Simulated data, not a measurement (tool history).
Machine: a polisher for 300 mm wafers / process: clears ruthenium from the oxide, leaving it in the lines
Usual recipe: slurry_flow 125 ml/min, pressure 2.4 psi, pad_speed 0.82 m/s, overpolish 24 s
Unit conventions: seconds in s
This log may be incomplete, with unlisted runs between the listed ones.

run   hour  slurry_flow  pressure  pad_speed  overpolish  wafers since the last listed run  wafers polished on this pad  hours since the slurry nozzle was cleaned  hours since the head pressure was calibrated  incoming thickness of the incoming film, nm  seconds
  1      0           95       2.4       0.82          24                                 0                          841                                      175.3                                        1053.7                                        135.6      164
      27.4  -- worn pad replaced by a new one
  2   44.9           95       2.4       0.82          24                               166                           71                                      220.2                                        1098.6                                        134.5    166.7
  3   61.5           95       2.4       0.82          24                                67                          138                                      236.8                                        1115.2                                        133.3      165
  4     97          125       2.4       0.82          24                               144                          282                                      272.3                                        1150.7                                        134.7    154.7
  5    125          125       2.4       0.82          24                               113                          396                                      300.3                                        1178.7                                        134.2    156.7
  6  152.8          125       2.4       0.82          24                               112                          509                                      328.1                                        1206.5                                        134.3    157.7
  7  174.5          125       2.4       0.82          24                                88                          597                                      349.8                                        1228.2                                        133.5    155.5
  8  193.6          125       2.4       0.82          24                                77                          675                                      368.9                                        1247.3                                          135    159.9
  9    225          125       2.4       0.82          24                               127                          802                                      400.3                                        1278.7                                        133.3    156.5
 10  251.3          125       2.4       0.82          24                               106                          909                                      426.6                                          1305                                        134.4    161.7
       287  -- worn pad replaced by a new one
 11  287.5          125       2.4       0.82          24                               130                            1                                      462.8                                        1341.2                                        135.9    161.5
 12  304.8          125       2.4       0.82          32                                70                           72                                      480.1                                        1358.5                                        132.7    156.6
 13  336.7          125       2.4       0.82          24                               129                          201                                        512                                        1390.4                                        132.8    160.6
 14  353.3          125       2.1        0.6          24                                67                          269                                      528.6                                          1407                                        134.6    253.3
       373  -- head pressure recalibrated
     374.1  -- slurry nozzle cleaned
 15  383.4          125       2.4       0.82          19                               110                          379                                        9.3                                          10.4                                        135.1    141.7
 16  396.5          125       2.4       0.82          24                                53                          432                                       22.4                                          23.5                                        133.2    139.7
 17  428.5          160       1.7       1.06          35                               130                          562                                       54.4                                          55.5                                        137.5    145.5
 18  456.4          125       2.4       0.82          24                               113                          675                                       82.3                                          83.4                                        136.1      141
 19  478.1          125       2.4       0.82          24                                88                          764                                        104                                         105.1                                        137.2    141.8
 20  498.9          125       2.4       1.04          13                                84                          848                                      124.8                                         125.9                                        136.4    111.1
     514.5  -- worn pad replaced by a new one
 21  570.7          125       2.4       0.82          24                               275                          228                                      196.6                                         197.7                                        137.4    145.5
 22  603.7          145       2.4       0.82          14                               134                          362                                      229.6                                         230.7                                        135.1    140.2
 23  663.3           90       2.4       0.58          24                               242                          604                                      289.2                                         290.3                                        133.8    217.5
 24  694.8           95       2.1       1.02          29                               127                          732                                      320.7                                         321.8                                        132.9    139.7
 25  727.9          160       1.7       1.06          35                               134                          866                                      353.8                                         354.9                                        134.9    149.2
     750.9  -- worn pad replaced by a new one
 26  763.6          125       1.9       0.82          24                               128                           51                                      389.5                                         390.6                                        134.7    184.2

4 options for the next run, each taken on its own from the tool as it stands now. Forecast them:
  A  764.1          125       2.4       0.82          24                                 2                           53                                        390                                         391.1                                        134.8        ?
  B  764.1          100       2.4       0.68          24                                 2                           53                                        390                                         391.1                                        134.8        ?
  C  764.1          100       2.4       0.64          19                                 2                           53                                        390                                         391.1                                        134.8        ?
  D  764.1          125       2.4       1.06          18                                 2                           53                                        390                                         391.1                                        134.8        ?

run  seconds
  A    144.4
  B    183.7
  C    195.1
  D    111.7
With the hidden condition removed and each run's random variation left untouched, the same runs would have given:
run  seconds
  A    141.3
  B    179.8
  C      191
  D    109.3
